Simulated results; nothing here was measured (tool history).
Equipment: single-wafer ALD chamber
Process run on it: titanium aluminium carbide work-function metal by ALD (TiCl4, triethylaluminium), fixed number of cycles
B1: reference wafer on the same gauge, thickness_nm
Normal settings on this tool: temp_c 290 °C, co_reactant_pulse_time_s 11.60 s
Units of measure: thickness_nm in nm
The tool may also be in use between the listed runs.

run 1 day=0.000 | temp_c=299 co_reactant_pulse_time_s=11.60 | B1=1.652 | thickness_nm=1.926
run 2 day=2.125 | temp_c=299 co_reactant_pulse_time_s=11.60 | B1=1.653 | thickness_nm=1.957
run 3 day=4.275 | temp_c=290 co_reactant_pulse_time_s=11.60 | B1=1.657 | thickness_nm=1.898
run 4 day=6.088 | temp_c=290 co_reactant_pulse_time_s=9.81 | B1=1.660 | thickness_nm=1.859
run 5 day=9.425 | temp_c=290 co_reactant_pulse_time_s=9.81 | B1=1.664 | thickness_nm=1.864
run 6 day=12.667 | temp_c=290 co_reactant_pulse_time_s=9.81 | B1=1.672 | thickness_nm=1.874
run 7 day=15.262 | temp_c=290 co_reactant_pulse_time_s=10.15 | B1=1.672 | thickness_nm=1.882
run 8 day=19.642 | temp_c=290 co_reactant_pulse_time_s=11.60 | B1=1.682 | thickness_nm=1.913
-- day=21.442 gauge calibrated
run 9 day=21.546 | temp_c=290 co_reactant_pulse_time_s=11.60 | B1=1.606 | thickness_nm=1.851
run 10 day=23.171 | temp_c=302 co_reactant_pulse_time_s=11.60 | B1=1.607 | thickness_nm=1.935
run 11 day=24.925 | temp_c=302 co_reactant_pulse_time_s=11.60 | B1=1.611 | thickness_nm=1.912
run 12 day=27.104 | temp_c=290 co_reactant_pulse_time_s=8.39 | B1=1.614 | thickness_nm=1.729
run 13 day=29.571 | temp_c=300 co_reactant_pulse_time_s=11.60 | B1=1.617 | thickness_nm=1.906
run 14 day=34.046 | temp_c=290 co_reactant_pulse_time_s=11.60 | B1=1.625 | thickness_nm=1.842
-- day=35.438 showerhead replaced
run 15 day=36.092 | temp_c=277 co_reactant_pulse_time_s=7.17 | B1=1.628 | thickness_nm=1.537
run 16 day=37.688 | temp_c=290 co_reactant_pulse_time_s=8.98 | B1=1.632 | thickness_nm=1.776
run 17 day=39.271 | temp_c=302 co_reactant_pulse_time_s=15.51 | B1=1.635 | thickness_nm=1.975
-- day=43.196 thermocouple changed; heater temperature recalibrated
-- day=50.421 triethylaluminium bottle replaced
run 18 day=52.412 | temp_c=290 co_reactant_pulse_time_s=11.60 | B1=1.651 | thickness_nm=1.904
run 19 day=54.750 | temp_c=290 co_reactant_pulse_time_s=9.81 | B1=1.657 | thickness_nm=1.818
run 20 day=58.071 | temp_c=297 co_reactant_pulse_time_s=11.60 | B1=1.661 | thickness_nm=1.955
-- day=58.675 gauge calibrated
run 21 day=61.650 | temp_c=282 co_reactant_pulse_time_s=14.25 | B1=1.618 | thickness_nm=1.802
run 22 day=63.812 | temp_c=290 co_reactant_pulse_time_s=11.60 | B1=1.618 | thickness_nm=1.843

Alternative continuations, all from the tool just after run 22; predict every row:
run A day=63.829 | temp_c=290 co_reactant_pulse_time_s=15.51 | B1=? | thickness_nm=?
run B day=63.829 | temp_c=279 co_reactant_pulse_time_s=7.23 | B1=? | thickness_nm=?
run C day=63.829 | temp_c=297 co_reactant_pulse_time_s=7.18 | B1=? | thickness_nm=?
run D day=63.829 | temp_c=281 co_reactant_pulse_time_s=11.60 | B1=? | thickness_nm=?
run E day=63.829 | temp_c=277 co_reactant_pulse_time_s=9.29 | B1=? | thickness_nm=?

run=A B1=1.621 thickness_nm=1.879
run=B B1=1.621 thickness_nm=1.541
run=C B1=1.621 thickness_nm=1.649
run=D B1=1.621 thickness_nm=1.784
run=E B1=1.621 thickness_nm=1.690
What these runs would have given with no unlogged condition in the tool:
run=A thickness_nm=1.866
run=B thickness_nm=1.531
run=C thickness_nm=1.638
run=D thickness_nm=1.772
run=E thickness_nm=1.678
